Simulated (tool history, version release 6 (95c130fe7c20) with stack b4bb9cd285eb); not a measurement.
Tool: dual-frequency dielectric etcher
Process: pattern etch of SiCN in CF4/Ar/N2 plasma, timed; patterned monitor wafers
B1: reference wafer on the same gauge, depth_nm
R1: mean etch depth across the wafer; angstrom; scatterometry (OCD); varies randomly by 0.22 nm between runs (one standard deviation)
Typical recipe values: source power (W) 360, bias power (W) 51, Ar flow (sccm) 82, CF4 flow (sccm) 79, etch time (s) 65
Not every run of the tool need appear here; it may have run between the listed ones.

{"run": 1, "hour": 0.0, "source power (W)": 360, "bias power (W)": 51, "Ar flow (sccm)": 93, "CF4 flow (sccm)": 79, "etch time (s)": 65, "B1": 34.63, "R1": 413.9}
{"run": 2, "hour": 6.5, "source power (W)": 360, "bias power (W)": 51, "Ar flow (sccm)": 93, "CF4 flow (sccm)": 79, "etch time (s)": 65, "B1": 34.72, "R1": 414.3}
{"run": 3, "hour": 40.9, "source power (W)": 360, "bias power (W)": 51, "Ar flow (sccm)": 93, "CF4 flow (sccm)": 79, "etch time (s)": 65, "B1": 34.71, "R1": 416.6}
{"run": 4, "hour": 58.8, "source power (W)": 440, "bias power (W)": 51, "Ar flow (sccm)": 82, "CF4 flow (sccm)": 79, "etch time (s)": 65, "B1": 34.63, "R1": 492.9}
{"run": 5, "hour": 77.8, "source power (W)": 360, "bias power (W)": 51, "Ar flow (sccm)": 82, "CF4 flow (sccm)": 79, "etch time (s)": 65, "B1": 34.64, "R1": 424.4}
{"run": 6, "hour": 93.9, "source power (W)": 360, "bias power (W)": 43, "Ar flow (sccm)": 69, "CF4 flow (sccm)": 79, "etch time (s)": 74.5, "B1": 34.72, "R1": 478.2}
{"run": 7, "hour": 121.3, "source power (W)": 360, "bias power (W)": 51, "Ar flow (sccm)": 82, "CF4 flow (sccm)": 79, "etch time (s)": 65, "B1": 34.67, "R1": 420.5}
{"run": 8, "hour": 146.3, "source power (W)": 360, "bias power (W)": 57, "Ar flow (sccm)": 64, "CF4 flow (sccm)": 72, "etch time (s)": 71.5, "B1": 34.7, "R1": 499.8}
{"run": 9, "hour": 170.0, "source power (W)": 360, "bias power (W)": 62, "Ar flow (sccm)": 82, "CF4 flow (sccm)": 66, "etch time (s)": 65, "B1": 34.71, "R1": 443.3}
{"hour": 206.4, "done": "Ar flow controller replaced"}
{"run": 10, "hour": 206.9, "source power (W)": 310, "bias power (W)": 51, "Ar flow (sccm)": 100, "CF4 flow (sccm)": 90, "etch time (s)": 65, "B1": 34.69, "R1": 369.8}
{"run": 11, "hour": 236.5, "source power (W)": 360, "bias power (W)": 62, "Ar flow (sccm)": 82, "CF4 flow (sccm)": 66, "etch time (s)": 65, "B1": 34.67, "R1": 440.5}

Estimate the outcome of run 12 from the log above:
{"hour": 243.7, "done": "gauge calibrated"}
{"run": 12, "hour": 256.2, "source power (W)": 430, "bias power (W)": 58, "Ar flow (sccm)": 82, "CF4 flow (sccm)": 67, "etch time (s)": 65, "B1": "?", "R1": "?"}

For run 12 the tool returned B1 34.73, R1 483.8 angstrom.
The same run, on a tool lacking any hidden state, would have yielded R1 497.8 angstrom.
